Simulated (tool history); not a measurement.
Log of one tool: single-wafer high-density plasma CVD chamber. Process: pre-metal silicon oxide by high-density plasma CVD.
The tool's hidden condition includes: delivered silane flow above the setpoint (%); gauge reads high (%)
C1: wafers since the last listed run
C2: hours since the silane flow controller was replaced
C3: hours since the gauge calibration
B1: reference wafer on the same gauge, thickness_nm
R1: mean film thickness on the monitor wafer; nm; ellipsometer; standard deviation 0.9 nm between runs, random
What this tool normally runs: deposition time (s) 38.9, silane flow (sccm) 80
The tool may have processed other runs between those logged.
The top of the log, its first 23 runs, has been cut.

Run 24, hour 1816.2: usual settings but deposition time (s) 36.5, silane flow (sccm) 87; C1 2301; C2 4665.6; C3 961.3; B1 291.076. Result: R1 289.715 nm.
Run 25, hour 1869.9: usual settings but deposition time (s) 45.8, silane flow (sccm) 95; C1 1210; C2 4719.3; C3 1015; B1 291.286. Result: R1 396.171 nm.
Run 26, hour 1949.8: usual settings but deposition time (s) 41, silane flow (sccm) 71; C1 1801; C2 4799.2; C3 1094.9; B1 290.992. Result: R1 263.608 nm.
At hour 1980.4: silane flow controller replaced.
Run 27, hour 2048.8: usual settings but deposition time (s) 42.4, silane flow (sccm) 87; C1 2051; C2 68.4; C3 1193.9; B1 291.096. Result: R1 369.035 nm.
Run 28, hour 2103.9: usual settings but deposition time (s) 36.8, silane flow (sccm) 75; C1 1242; C2 123.5; C3 1249; B1 290.779. Result: R1 274.417 nm.
Run 29, hour 2344.1: usual settings but deposition time (s) 41.8; C1 5414; C2 363.7; C3 1489.2; B1 290.902. Result: R1 332.918 nm.
Run 30, hour 2397.8: usual settings but deposition time (s) 42.7, silane flow (sccm) 74; C1 1210; C2 417.4; C3 1542.9; B1 290.959. Result: R1 313.399 nm.
Run 31, hour 2435: usual settings but deposition time (s) 32.2; C1 838; C2 454.6; C3 1580.1; B1 290.802. Result: R1 254.939 nm.
Run 32, hour 2492.5: usual settings but deposition time (s) 36.6; C1 1296; C2 512.1; C3 1637.6; B1 291.058. Result: R1 289.819 nm.

Branching from run 32: 4 alternative next runs. What would each branch give?
Run A, hour 2492.9: usual settings but silane flow (sccm) 89; C1 9; C2 512.5; C3 1638; B1 ?. Result: R1 ?.
Run B, hour 2492.9: usual settings but deposition time (s) 44.3, silane flow (sccm) 85; C1 9; C2 512.5; C3 1638; B1 ?. Result: R1 ?.
Run C, hour 2492.9: usual settings but deposition time (s) 45.2, silane flow (sccm) 69; C1 9; C2 512.5; C3 1638; B1 ?. Result: R1 ?.
Run D, hour 2492.9: usual settings but deposition time (s) 44.8, silane flow (sccm) 67; C1 9; C2 512.5; C3 1638; B1 ?. Result: R1 ?.

run       B1       R1
  A  291.179  344.009
  B  291.179  374.156
  C  291.179  309.897
  D  291.179  298.252
Take away the tool's hidden state, keep each run's random variation, and the runs would have read:
run       R1
  A  345.035
  B  375.272
  C  310.821
  D  299.141
